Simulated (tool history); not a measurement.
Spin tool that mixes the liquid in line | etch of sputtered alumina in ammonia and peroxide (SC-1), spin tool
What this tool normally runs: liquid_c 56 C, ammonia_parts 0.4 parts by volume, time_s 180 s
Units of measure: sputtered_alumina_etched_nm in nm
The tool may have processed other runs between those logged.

run,hour,liquid_c,ammonia_parts,time_s,"read-back film thickness of the sputtered alumina reference wafer, read on the same gauge (nm)",sputtered_alumina_etched_nm
1,0,56,0.4,180,29.98,9.31
# hour 16.5: thermometer replaced
2,21.2,56,0.4,180,29.97,9.31
# hour 107.7: heated supply line repaired
3,123,56,0.4,180,29.97,9.54
4,169,56,0.4,180,29.99,9.48
5,266.9,56,0.4,125,30.03,6.64
6,286.3,56,0.4,180,29.98,9.39
# hour 308.9: new drum of ammonia solution connected
7,313.4,56,0.25,145,30,7.28
# hour 315.2: gauge calibrated
8,345.8,65,0.25,180,29.96,14.36
9,377.1,60.5,0.5,100,29.99,6.82
10,404.4,56,0.4,180,30.03,9.46
11,418.3,64.5,0.6,150,29.97,12.6
12,432.2,56,0.25,265,29.99,13.22
13,459.1,56,0.4,180,30.06,9.46
14,487.6,56,0.5,90,30.01,4.83
15,513.1,58.5,0.3,70,29.99,4
16,543.5,61.5,0.5,180,30.04,12.71
17,578.6,60.5,0.35,180,29.95,11.73
18,607,56,0.4,180,30.04,9.3
19,625.6,56,0.4,180,29.99,9.42
# hour 643.7: new drum of ammonia solution connected
20,656.4,56,0.4,180,30,9.34
21,683.2,56,0.3,90,30.02,4.51
22,699.3,56,0.4,130,29.97,6.78
23,724.5,56,0.6,180,29.97,9.64
24,746,62,0.5,130,30,9.28

Give the tool's hidden conditions for every run:
liquid colder than its thermometer reads (K): 0, the same for each run
ammonia flow above the setpoint (%): 0, the same for each run
ammonia solution weaker than its label (%): 0, the same for each run
gauge reads high (%): 0, the same for each run
H1: temperature lost on the way to the wafer (K)
run,H1
1,0.651
2,0.671
3,0.0889
4,0.133
5,0.226
6,0.245
7,0.271
8,0.302
9,0.331
10,0.358
11,0.371
12,0.384
13,0.41
14,0.437
15,0.461
16,0.49
17,0.524
18,0.551
19,0.569
20,0.598
21,0.624
22,0.639
23,0.663
24,0.684
